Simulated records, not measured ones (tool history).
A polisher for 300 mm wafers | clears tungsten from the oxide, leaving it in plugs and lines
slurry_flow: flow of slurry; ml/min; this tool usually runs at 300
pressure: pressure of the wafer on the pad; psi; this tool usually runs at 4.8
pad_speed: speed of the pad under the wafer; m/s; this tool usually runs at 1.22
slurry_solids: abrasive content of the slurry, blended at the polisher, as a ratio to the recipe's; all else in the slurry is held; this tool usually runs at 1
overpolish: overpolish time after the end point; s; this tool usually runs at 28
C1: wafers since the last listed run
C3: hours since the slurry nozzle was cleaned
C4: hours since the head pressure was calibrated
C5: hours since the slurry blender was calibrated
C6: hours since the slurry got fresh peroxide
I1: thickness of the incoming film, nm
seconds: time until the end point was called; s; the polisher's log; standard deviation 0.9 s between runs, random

run 1 hour=0 | slurry_flow=300 pressure=4.8 pad_speed=1.22 slurry_solids=1 overpolish=22 | C1=0 wafers_polished_on_this_pad=765 C3=381.5 C4=1093.1 C5=182.4 C6=90.3 | I1=575.3 | seconds=79.1
run 2 hour=9.8 | slurry_flow=300 pressure=4.8 pad_speed=1.22 slurry_solids=1 overpolish=22 | C1=116 wafers_polished_on_this_pad=881 C3=391.3 C4=1102.9 C5=192.2 C6=100.1 | I1=574.1 | seconds=77.6
run 3 hour=24.7 | slurry_flow=300 pressure=4.8 pad_speed=1.22 slurry_solids=1 overpolish=22 | C1=177 wafers_polished_on_this_pad=1059 C3=406.2 C4=1117.8 C5=207.1 C6=115 | I1=575.3 | seconds=79.8
-- hour=33.7 worn pad replaced by a new one
run 4 hour=37 | slurry_flow=300 pressure=4.8 pad_speed=1.22 slurry_solids=1 overpolish=28 | C1=98 wafers_polished_on_this_pad=39 C3=418.5 C4=1130.1 C5=219.4 C6=127.3 | I1=572.2 | seconds=79
run 5 hour=50.2 | slurry_flow=300 pressure=4.8 pad_speed=1.22 slurry_solids=1 overpolish=28 | C1=157 wafers_polished_on_this_pad=196 C3=431.7 C4=1143.3 C5=232.6 C6=140.5 | I1=577.5 | seconds=79.4
-- hour=53.9 slurry tank refilled with fresh slurry and peroxide
run 6 hour=59.1 | slurry_flow=300 pressure=4.8 pad_speed=1.22 slurry_solids=1 overpolish=28 | C1=94 wafers_polished_on_this_pad=290 C3=440.6 C4=1152.2 C5=241.5 C6=5.2 | I1=578.3 | seconds=75.5
-- hour=97.1 slurry blender recalibrated
run 7 hour=97.5 | slurry_flow=300 pressure=4.8 pad_speed=1.22 slurry_solids=1 overpolish=28 | C1=433 wafers_polished_on_this_pad=723 C3=479 C4=1190.6 C5=0.4 C6=43.6 | I1=566.2 | seconds=78.1
run 8 hour=106.3 | slurry_flow=300 pressure=3.5 pad_speed=1.22 slurry_solids=1 overpolish=28 | C1=104 wafers_polished_on_this_pad=828 C3=487.8 C4=1199.4 C5=9.2 C6=52.4 | I1=583.8 | seconds=108.5
run 9 hour=114.5 | slurry_flow=300 pressure=3.5 pad_speed=1.22 slurry_solids=1 overpolish=28 | C1=97 wafers_polished_on_this_pad=925 C3=496 C4=1207.6 C5=17.4 C6=60.6 | I1=585.7 | seconds=110.5
-- hour=122 worn pad replaced by a new one
run 10 hour=123.7 | slurry_flow=300 pressure=4.8 pad_speed=1.22 slurry_solids=0.85 overpolish=28 | C1=61 wafers_polished_on_this_pad=19 C3=505.2 C4=1216.8 C5=26.6 C6=69.8 | I1=581.2 | seconds=81.8
run 11 hour=130.9 | slurry_flow=300 pressure=4.8 pad_speed=1.5 slurry_solids=1.2 overpolish=28 | C1=85 wafers_polished_on_this_pad=105 C3=512.4 C4=1224 C5=33.8 C6=77 | I1=570.6 | seconds=63.6
run 12 hour=138.6 | slurry_flow=265 pressure=4.8 pad_speed=1.22 slurry_solids=0.7 overpolish=42 | C1=91 wafers_polished_on_this_pad=197 C3=520.1 C4=1231.7 C5=41.5 C6=84.7 | I1=575.8 | seconds=87.6
-- hour=141.5 head pressure recalibrated
run 13 hour=148.4 | slurry_flow=300 pressure=4.8 pad_speed=1.22 slurry_solids=1 overpolish=28 | C1=92 wafers_polished_on_this_pad=290 C3=529.9 C4=6.9 C5=51.3 C6=94.5 | I1=581.2 | seconds=78
run 14 hour=159.5 | slurry_flow=300 pressure=6.1 pad_speed=1.22 slurry_solids=1.1 overpolish=28 | C1=132 wafers_polished_on_this_pad=422 C3=541 C4=18 C5=62.4 C6=105.6 | I1=568.8 | seconds=58.7
run 15 hour=166.9 | slurry_flow=300 pressure=3.5 pad_speed=1.22 slurry_solids=1 overpolish=28 | C1=88 wafers_polished_on_this_pad=510 C3=548.4 C4=25.4 C5=69.8 C6=113 | I1=576.2 | seconds=106.5
run 16 hour=184.8 | slurry_flow=300 pressure=4.8 pad_speed=0.84 slurry_solids=1 overpolish=28 | C1=213 wafers_polished_on_this_pad=723 C3=566.3 C4=43.3 C5=87.7 C6=130.9 | I1=568.6 | seconds=101.1
-- hour=194.4 slurry tank refilled with fresh slurry and peroxide
run 17 hour=196.1 | slurry_flow=300 pressure=4.8 pad_speed=1.36 slurry_solids=1 overpolish=28 | C1=122 wafers_polished_on_this_pad=845 C3=577.6 C4=54.6 C5=99 C6=1.7 | I1=576.8 | seconds=69.4
-- hour=199.8 slurry nozzle cleaned
-- hour=215.8 worn pad replaced by a new one
run 18 hour=243.3 | slurry_flow=330 pressure=4.8 pad_speed=1.22 slurry_solids=1.15 overpolish=28 | C1=502 wafers_polished_on_this_pad=326 C3=43.5 C4=101.8 C5=146.2 C6=48.9 | I1=585.1 | seconds=76.7
run 19 hour=259 | slurry_flow=300 pressure=4.8 pad_speed=1.22 slurry_solids=1 overpolish=28 | C1=186 wafers_polished_on_this_pad=513 C3=59.2 C4=117.5 C5=161.9 C6=64.6 | I1=572.3 | seconds=78.9

For each entry between runs, how does the tool's hidden state at the last listed run before it compare with that at the first listed run after it?
In the gap between runs 3 and 4: worn pad replaced by a new one (hour 33.7)
  peroxide lost from the slurry, %: 15.6 -> 15.9
  difference, measured minus the result without the unlogged condition, seconds: +5.1 -> +5.1 s
In the gap between runs 5 and 6: slurry tank refilled with fresh slurry and peroxide (hour 53.9)
  peroxide lost from the slurry, %: 16.1 -> 2.73
  difference, measured minus the result without the unlogged condition, seconds: +5.2 -> +0.8 s
In the gap between runs 6 and 7: slurry blender recalibrated (hour 97.1)
  peroxide lost from the slurry, %: 2.73 -> 10.4
  difference, measured minus the result without the unlogged condition, seconds: +0.8 -> +3.3 s
In the gap between runs 9 and 10: worn pad replaced by a new one (hour 122)
  peroxide lost from the slurry, %: 12.2 -> 12.9
  difference, measured minus the result without the unlogged condition, seconds: +5.4 -> +4.2 s
In the gap between runs 12 and 13: head pressure recalibrated (hour 141.5)
  peroxide lost from the slurry, %: 13.8 -> 14.2
  difference, measured minus the result without the unlogged condition, seconds: +4.8 -> +4.5 s
In the gap between runs 16 and 17: slurry tank refilled with fresh slurry and peroxide (hour 194.4)
  peroxide lost from the slurry, %: 15.1 -> 3.74
  difference, measured minus the result without the unlogged condition, seconds: +6.2 -> +1 s
In the gap between runs 17 and 18: slurry nozzle cleaned (hour 199.8); worn pad replaced by a new one (hour 215.8)
  peroxide lost from the slurry, %: 3.74 -> 13.2
  difference, measured minus the result without the unlogged condition, seconds: +1 -> +4 s

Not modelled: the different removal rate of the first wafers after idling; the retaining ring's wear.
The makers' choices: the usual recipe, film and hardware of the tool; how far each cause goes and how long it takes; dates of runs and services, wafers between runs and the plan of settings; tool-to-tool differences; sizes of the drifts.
